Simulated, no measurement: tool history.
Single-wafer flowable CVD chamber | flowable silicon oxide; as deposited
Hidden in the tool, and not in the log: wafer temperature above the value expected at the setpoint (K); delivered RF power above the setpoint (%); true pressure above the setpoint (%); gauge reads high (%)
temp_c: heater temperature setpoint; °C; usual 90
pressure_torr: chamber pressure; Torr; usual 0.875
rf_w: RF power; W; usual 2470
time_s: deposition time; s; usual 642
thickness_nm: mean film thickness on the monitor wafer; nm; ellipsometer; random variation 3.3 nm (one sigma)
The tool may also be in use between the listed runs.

run	hour	temp_c	pressure_torr	rf_w	time_s	wafers since the last listed run	hours since the last thermocouple change	hours since the last RF generator calibration	hours since the last manometer calibration	hours since the showerhead was replaced	hours since the gauge calibration	read-back reference wafer on the same gauge, thickness_nm	thickness_nm
1	0.0	90	0.875	2470	642	0	761.0	39.2	625.0	6040.9	223.2	673.671	633.094
2	51.5	90	0.875	2470	642	174	812.5	90.7	676.5	6092.4	274.7	673.314	631.026
3	214.9	90	0.875	2470	642	553	975.9	254.1	839.9	6255.8	438.1	671.698	628.418
4	260.8	90	0.875	2470	736	155	1021.8	300.0	885.8	6301.7	484.0	671.432	725.040
5	289.7	90	0.875	2470	736	97	1050.7	328.9	914.7	6330.6	512.9	671.000	720.216
6	313.8	90	0.875	2470	736	81	1074.8	353.0	938.8	6354.7	537.0	668.873	729.028
7	353.9	90	0.966	2470	642	135	1114.9	393.1	978.9	6394.8	577.1	670.636	693.189
8	398.7	90	0.875	2470	642	151	1159.7	437.9	1023.7	6439.6	621.9	668.802	629.094
9	433.7	90	0.875	2470	642	118	1194.7	472.9	1058.7	6474.6	656.9	668.428	636.994
10	461.2	90	0.754	2470	642	93	1222.2	500.4	1086.2	6502.1	684.4	669.854	544.505
# hour 474.1: showerhead replaced
# hour 521.3: capacitance manometer re-zeroed and calibrated
11	532.5	90	0.754	2470	642	187	1293.5	571.7	11.2	58.4	755.7	665.833	545.282
12	598.5	90	0.754	2470	642	223	1359.5	637.7	77.2	124.4	821.7	664.870	540.973
13	626.4	97	0.746	2470	642	94	1387.4	665.6	105.1	152.3	849.6	665.274	431.360
14	680.7	103	1.033	2805	568	183	1441.7	719.9	159.4	206.6	903.9	665.630	453.875
15	723.2	90	0.875	2470	642	143	1484.2	762.4	201.9	249.1	946.4	662.104	623.417
# hour 736.6: thermocouple changed; heater temperature recalibrated
# hour 872.0: RF generator calibrated
16	900.6	90	0.730	2945	566	546	164.0	28.6	379.3	426.5	1123.8	659.669	461.975
17	937.7	98	0.692	2870	574	125	201.1	65.7	416.4	463.6	1160.9	656.622	352.096
18	982.2	90	0.875	2470	642	150	245.6	110.2	460.9	508.1	1205.4	657.925	623.911
19	1007.0	90	0.875	2890	522	84	270.4	135.0	485.7	532.9	1230.2	654.709	505.903
20	1041.9	101	0.775	2275	530	118	305.3	169.9	520.6	567.8	1265.1	654.307	321.025
21	1101.1	84	1.079	2470	642	200	364.5	229.1	579.8	627.0	1324.3	652.805	891.419
# hour 1111.6: gauge calibrated
22	1145.8	97	0.746	2470	642	151	409.2	273.8	624.5	671.7	34.2	673.800	440.427
23	1203.4	98	0.695	2470	768	195	466.8	331.4	682.1	729.3	91.8	674.184	475.358
24	1239.0	90	0.875	2890	522	120	502.4	367.0	717.7	764.9	127.4	673.217	526.207
25	1452.0	103	1.033	2805	568	721	715.4	580.0	930.7	977.9	340.4	672.656	455.175

Forecast each of these 3 alternatives for the next run:
A	1452.6	90	0.875	2470	642	2	716.0	580.6	931.3	978.5	341.0	?	?
B	1452.6	90	1.077	2730	642	2	716.0	580.6	931.3	978.5	341.0	?	?
C	1452.6	79	0.948	2935	642	2	716.0	580.6	931.3	978.5	341.0	?	?

run	read-back reference wafer on the same gauge, thickness_nm	thickness_nm
A	672.350	637.877
B	672.350	791.681
C	672.350	936.071
Without the tool's hidden state the same runs would have given:
run	thickness_nm
A	637.722
B	791.488
C	935.843
